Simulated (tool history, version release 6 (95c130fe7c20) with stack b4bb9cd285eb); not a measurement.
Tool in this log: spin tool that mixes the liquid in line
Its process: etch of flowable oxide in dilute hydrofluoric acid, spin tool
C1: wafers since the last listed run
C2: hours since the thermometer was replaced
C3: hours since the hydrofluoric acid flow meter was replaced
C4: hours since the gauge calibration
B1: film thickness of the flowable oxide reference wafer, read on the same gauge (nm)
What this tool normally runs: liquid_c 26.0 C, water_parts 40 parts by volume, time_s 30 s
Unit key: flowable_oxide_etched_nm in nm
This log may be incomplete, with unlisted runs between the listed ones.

Run 1, hour 0.0: usual settings; C1 0; C2 543.5; C3 907.5; C4 94.5; B1 89.97. Result: flowable_oxide_etched_nm 52.00 nm.
Run 2, hour 64.5: usual settings; C1 767; C2 608.0; C3 972.0; C4 159.0; B1 90.00. Result: flowable_oxide_etched_nm 52.40 nm.
Run 3, hour 243.0: usual settings; C1 2123; C2 786.5; C3 1150.5; C4 337.5; B1 89.99. Result: flowable_oxide_etched_nm 51.60 nm.
Run 4, hour 282.0: usual settings but time_s 35 s; C1 463; C2 825.5; C3 1189.5; C4 376.5; B1 89.99. Result: flowable_oxide_etched_nm 61.01 nm.
Run 5, hour 339.9: usual settings but time_s 35 s; C1 688; C2 883.4; C3 1247.4; C4 434.4; B1 89.98. Result: flowable_oxide_etched_nm 61.58 nm.
Run 6, hour 478.3: usual settings but time_s 35 s; C1 1646; C2 1021.8; C3 1385.8; C4 572.8; B1 89.99. Result: flowable_oxide_etched_nm 61.28 nm.
Run 7, hour 528.8: usual settings but water_parts 50 parts by volume; C1 600; C2 1072.3; C3 1436.3; C4 623.3; B1 90.00. Result: flowable_oxide_etched_nm 41.50 nm.
Run 8, hour 589.2: usual settings but water_parts 50 parts by volume; C1 718; C2 1132.7; C3 1496.7; C4 683.7; B1 90.00. Result: flowable_oxide_etched_nm 41.99 nm.
Run 9, hour 644.1: usual settings; C1 653; C2 1187.6; C3 1551.6; C4 738.6; B1 90.05. Result: flowable_oxide_etched_nm 53.12 nm.
Run 10, hour 690.3: usual settings; C1 549; C2 1233.8; C3 1597.8; C4 784.8; B1 90.01. Result: flowable_oxide_etched_nm 53.08 nm.
At hour 760.6: hydrofluoric acid flow meter replaced.
Run 11, hour 762.3: usual settings but water_parts 45 parts by volume, time_s 40 s; C1 844; C2 1305.8; C3 1.7; C4 856.8; B1 90.00. Result: flowable_oxide_etched_nm 58.61 nm.
At hour 779.8: thermometer replaced.
Run 12, hour 825.8: usual settings but time_s 25 s; C1 743; C2 46.0; C3 65.2; C4 920.3; B1 90.00. Result: flowable_oxide_etched_nm 42.84 nm.
At hour 826.3: gauge calibrated.
Run 13, hour 877.8: usual settings; C1 618; C2 98.0; C3 117.2; C4 51.5; B1 90.03. Result: flowable_oxide_etched_nm 51.14 nm.
Run 14, hour 932.0: usual settings but liquid_c 30.0 C, water_parts 20 parts by volume, time_s 40 s; C1 644; C2 152.2; C3 171.4; C4 105.7; B1 89.98. Result: flowable_oxide_etched_nm 165.49 nm.
Run 15, hour 985.6: usual settings but liquid_c 23.0 C; C1 637; C2 205.8; C3 225.0; C4 159.3; B1 90.02. Result: flowable_oxide_etched_nm 45.23 nm.
Run 16, hour 1045.8: usual settings but water_parts 60 parts by volume; C1 716; C2 266.0; C3 285.2; C4 219.5; B1 90.01. Result: flowable_oxide_etched_nm 33.41 nm.
Run 17, hour 1114.8: usual settings; C1 820; C2 335.0; C3 354.2; C4 288.5; B1 89.99. Result: flowable_oxide_etched_nm 51.12 nm.
Run 18, hour 1181.3: usual settings but liquid_c 23.5 C, water_parts 25 parts by volume; C1 791; C2 401.5; C3 420.7; C4 355.0; B1 89.97. Result: flowable_oxide_etched_nm 76.22 nm.
Run 19, hour 1243.5: usual settings but liquid_c 24.0 C; C1 739; C2 463.7; C3 482.9; C4 417.2; B1 89.98. Result: flowable_oxide_etched_nm 46.96 nm.
Run 20, hour 1304.0: usual settings but liquid_c 31.0 C; C1 719; C2 524.2; C3 543.4; C4 477.7; B1 90.03. Result: flowable_oxide_etched_nm 63.18 nm.
Run 21, hour 1350.1: usual settings; C1 548; C2 570.3; C3 589.5; C4 523.8; B1 89.99. Result: flowable_oxide_etched_nm 51.18 nm.
Run 22, hour 1391.4: usual settings but time_s 50 s; C1 491; C2 611.6; C3 630.8; C4 565.1; B1 89.98. Result: flowable_oxide_etched_nm 85.70 nm.
Run 23, hour 1422.3: usual settings but liquid_c 30.0 C, water_parts 55 parts by volume, time_s 40 s; C1 367; C2 642.5; C3 661.7; C4 596.0; B1 89.99. Result: flowable_oxide_etched_nm 57.88 nm.
Run 24, hour 1457.8: usual settings but water_parts 30 parts by volume, time_s 20 s; C1 422; C2 678.0; C3 697.2; C4 631.5; B1 89.99. Result: flowable_oxide_etched_nm 46.90 nm.
Run 25, hour 1512.4: usual settings but water_parts 60 parts by volume, time_s 40 s; C1 649; C2 732.6; C3 751.8; C4 686.1; B1 90.00. Result: flowable_oxide_etched_nm 44.93 nm.
Run 26, hour 1576.9: usual settings but liquid_c 24.0 C, water_parts 55 parts by volume; C1 767; C2 797.1; C3 816.3; C4 750.6; B1 89.97. Result: flowable_oxide_etched_nm 34.16 nm.
Run 27, hour 1607.3: usual settings but water_parts 35 parts by volume; C1 361; C2 827.5; C3 846.7; C4 781.0; B1 90.01. Result: flowable_oxide_etched_nm 59.79 nm.

3 options for the next run, each taken on its own from the tool as it stands now. Forecast them:
Run A, hour 1607.7: usual settings but time_s 45 s; C1 4; C2 827.9; C3 847.1; C4 781.4; B1 ?. Result: flowable_oxide_etched_nm ?.
Run B, hour 1607.7: usual settings but liquid_c 30.5 C, water_parts 60 parts by volume, time_s 35 s; C1 4; C2 827.9; C3 847.1; C4 781.4; B1 ?. Result: flowable_oxide_etched_nm ?.
Run C, hour 1607.7: usual settings but liquid_c 22.0 C, water_parts 45 parts by volume, time_s 20 s; C1 4; C2 827.9; C3 847.1; C4 781.4; B1 ?. Result: flowable_oxide_etched_nm ?.

run     B1  flowable_oxide_etched_nm
  A  89.99                     77.17
  B  89.99                     46.55
  C  89.99                     25.65
Stripped of hidden state, with their random variation kept, the same runs would have yielded:
run  flowable_oxide_etched_nm
  A                     75.70
  B                     45.58
  C                     25.17
